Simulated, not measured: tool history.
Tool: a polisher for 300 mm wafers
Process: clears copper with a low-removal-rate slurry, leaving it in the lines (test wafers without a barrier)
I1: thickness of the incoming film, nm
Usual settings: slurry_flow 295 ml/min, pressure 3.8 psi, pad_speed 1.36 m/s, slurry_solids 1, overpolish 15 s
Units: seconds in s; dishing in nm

{"run": 1, "day": 0.0, "slurry_flow": 295, "pressure": 3.8, "pad_speed": 1.36, "slurry_solids": 1.2, "overpolish": 15, "I1": 561.9, "seconds": 124.6, "dishing": 47}
{"run": 2, "day": 1.483, "slurry_flow": 340, "pressure": 3.8, "pad_speed": 1.36, "slurry_solids": 1, "overpolish": 15, "I1": 560.6, "seconds": 127.8, "dishing": 44.7}
{"run": 3, "day": 3.212, "slurry_flow": 295, "pressure": 3.8, "pad_speed": 1.36, "slurry_solids": 1, "overpolish": 15, "I1": 560, "seconds": 131.3, "dishing": 44.1}
{"run": 4, "day": 4.329, "slurry_flow": 295, "pressure": 3.8, "pad_speed": 1.36, "slurry_solids": 1, "overpolish": 15, "I1": 562.2, "seconds": 135, "dishing": 44.3}
{"run": 5, "day": 5.788, "slurry_flow": 295, "pressure": 3.8, "pad_speed": 1.36, "slurry_solids": 1, "overpolish": 15, "I1": 549.7, "seconds": 132.2, "dishing": 44.8}
{"day": 6.233, "done": "head pressure recalibrated"}
{"run": 6, "day": 8.579, "slurry_flow": 295, "pressure": 4.4, "pad_speed": 1.36, "slurry_solids": 1, "overpolish": 15, "I1": 561.6, "seconds": 111.7, "dishing": 49.9}
{"run": 7, "day": 10.342, "slurry_flow": 295, "pressure": 4.4, "pad_speed": 1.36, "slurry_solids": 1, "overpolish": 15, "I1": 559.1, "seconds": 119.1, "dishing": 47.9}
{"run": 8, "day": 12.35, "slurry_flow": 295, "pressure": 4.4, "pad_speed": 1.36, "slurry_solids": 1, "overpolish": 15, "I1": 565.4, "seconds": 124.4, "dishing": 48.7}
{"run": 9, "day": 13.562, "slurry_flow": 295, "pressure": 3.8, "pad_speed": 1.36, "slurry_solids": 1, "overpolish": 15, "I1": 561.8, "seconds": 140.3, "dishing": 42.3}
{"day": 14.008, "done": "worn pad replaced by a new one"}
{"run": 10, "day": 14.767, "slurry_flow": 380, "pressure": 3.8, "pad_speed": 1.18, "slurry_solids": 0.9, "overpolish": 15, "I1": 550.5, "seconds": 153.8, "dishing": 38.4}
{"day": 15.458, "done": "slurry blender recalibrated"}
{"run": 11, "day": 15.771, "slurry_flow": 210, "pressure": 3.8, "pad_speed": 1.36, "slurry_solids": 0.75, "overpolish": 15, "I1": 555.2, "seconds": 149.8, "dishing": 40.8}
{"run": 12, "day": 17.117, "slurry_flow": 230, "pressure": 3.8, "pad_speed": 1.36, "slurry_solids": 1, "overpolish": 15, "I1": 569.2, "seconds": 146.9, "dishing": 42.9}
{"run": 13, "day": 18.742, "slurry_flow": 215, "pressure": 3.8, "pad_speed": 1.36, "slurry_solids": 1, "overpolish": 15, "I1": 558.4, "seconds": 137.3, "dishing": 41.6}
{"day": 19.433, "done": "head pressure recalibrated"}
{"run": 14, "day": 21.675, "slurry_flow": 295, "pressure": 3.8, "pad_speed": 1.36, "slurry_solids": 1.25, "overpolish": 15, "I1": 555.3, "seconds": 134.7, "dishing": 44.9}
{"run": 15, "day": 23.154, "slurry_flow": 215, "pressure": 3.8, "pad_speed": 1.78, "slurry_solids": 1, "overpolish": 7, "I1": 564.8, "seconds": 129.2, "dishing": 24.9}
{"run": 16, "day": 25.767, "slurry_flow": 375, "pressure": 3, "pad_speed": 1.36, "slurry_solids": 0.75, "overpolish": 7, "I1": 560.9, "seconds": 181.8, "dishing": 16.9}
{"day": 26.221, "done": "slurry nozzle cleaned"}
{"run": 17, "day": 26.792, "slurry_flow": 295, "pressure": 4.6, "pad_speed": 1.36, "slurry_solids": 1, "overpolish": 10, "I1": 553.1, "seconds": 109.8, "dishing": 37.6}
{"day": 27.938, "done": "worn pad replaced by a new one"}
{"run": 18, "day": 28.571, "slurry_flow": 295, "pressure": 3.8, "pad_speed": 1.36, "slurry_solids": 1, "overpolish": 15, "I1": 561.6, "seconds": 135.5, "dishing": 43.7}
{"run": 19, "day": 31.321, "slurry_flow": 380, "pressure": 3.1, "pad_speed": 1.62, "slurry_solids": 1, "overpolish": 15, "I1": 563.6, "seconds": 152.7, "dishing": 39.5}
{"run": 20, "day": 32.492, "slurry_flow": 210, "pressure": 3.8, "pad_speed": 1.36, "slurry_solids": 0.75, "overpolish": 15, "I1": 551, "seconds": 161.5, "dishing": 37.1}
{"day": 32.667, "done": "head pressure recalibrated"}
{"run": 21, "day": 34.875, "slurry_flow": 370, "pressure": 2.6, "pad_speed": 1.36, "slurry_solids": 1, "overpolish": 15, "I1": 552.4, "seconds": 203.4, "dishing": 30.6}
{"run": 22, "day": 36.05, "slurry_flow": 295, "pressure": 3.8, "pad_speed": 1.36, "slurry_solids": 1, "overpolish": 15, "I1": 565.2, "seconds": 150.4, "dishing": 40.5}
{"day": 36.238, "done": "slurry blender recalibrated"}
{"run": 23, "day": 38.188, "slurry_flow": 295, "pressure": 3.8, "pad_speed": 1.72, "slurry_solids": 1, "overpolish": 15, "I1": 554.2, "seconds": 110.4, "dishing": 49.5}
{"run": 24, "day": 40.912, "slurry_flow": 295, "pressure": 3.1, "pad_speed": 1.36, "slurry_solids": 0.85, "overpolish": 12, "I1": 560.8, "seconds": 175.7, "dishing": 29.2}
{"day": 41.55, "done": "worn pad replaced by a new one"}
{"run": 25, "day": 43.867, "slurry_flow": 295, "pressure": 3.1, "pad_speed": 1.36, "slurry_solids": 0.7, "overpolish": 15, "I1": 556.5, "seconds": 181.7, "dishing": 34.1}
{"day": 49.079, "done": "head pressure recalibrated"}
{"run": 26, "day": 49.45, "slurry_flow": 295, "pressure": 3.8, "pad_speed": 1.36, "slurry_solids": 1, "overpolish": 15, "I1": 555.1, "seconds": 142.9, "dishing": 40.9}
{"run": 27, "day": 55.775, "slurry_flow": 295, "pressure": 3.8, "pad_speed": 1.36, "slurry_solids": 1, "overpolish": 15, "I1": 557, "seconds": 153.1, "dishing": 39.6}

Forecast each of these 5 alternatives for the next run:
{"run": "A", "day": 55.796, "slurry_flow": 295, "pressure": 3.8, "pad_speed": 1.5, "slurry_solids": 1, "overpolish": 15, "I1": 559, "seconds": "?", "dishing": "?"}
{"run": "B", "day": 55.796, "slurry_flow": 375, "pressure": 3.8, "pad_speed": 1.56, "slurry_solids": 1, "overpolish": 15, "I1": 559, "seconds": "?", "dishing": "?"}
{"run": "C", "day": 55.796, "slurry_flow": 295, "pressure": 3.8, "pad_speed": 1.48, "slurry_solids": 1, "overpolish": 15, "I1": 559, "seconds": "?", "dishing": "?"}
{"run": "D", "day": 55.796, "slurry_flow": 295, "pressure": 4.5, "pad_speed": 1.78, "slurry_solids": 1, "overpolish": 15, "I1": 559, "seconds": "?", "dishing": "?"}
{"run": "E", "day": 55.796, "slurry_flow": 335, "pressure": 3.8, "pad_speed": 1.36, "slurry_solids": 1, "overpolish": 12, "I1": 559, "seconds": "?", "dishing": "?"}

run=A seconds=147.3 dishing=40.9
run=B seconds=139 dishing=42.8
run=C seconds=148.5 dishing=40.6
run=D seconds=111.4 dishing=51.1
run=E seconds=153.5 dishing=32.9
Without the tool's hidden state the same runs would have given:
run=A seconds=121.5 dishing=47.5
run=B seconds=116.1 dishing=49.2
run=C seconds=122.6 dishing=47.2
run=D seconds=91.9 dishing=58.8
run=E seconds=127.5 dishing=38.4

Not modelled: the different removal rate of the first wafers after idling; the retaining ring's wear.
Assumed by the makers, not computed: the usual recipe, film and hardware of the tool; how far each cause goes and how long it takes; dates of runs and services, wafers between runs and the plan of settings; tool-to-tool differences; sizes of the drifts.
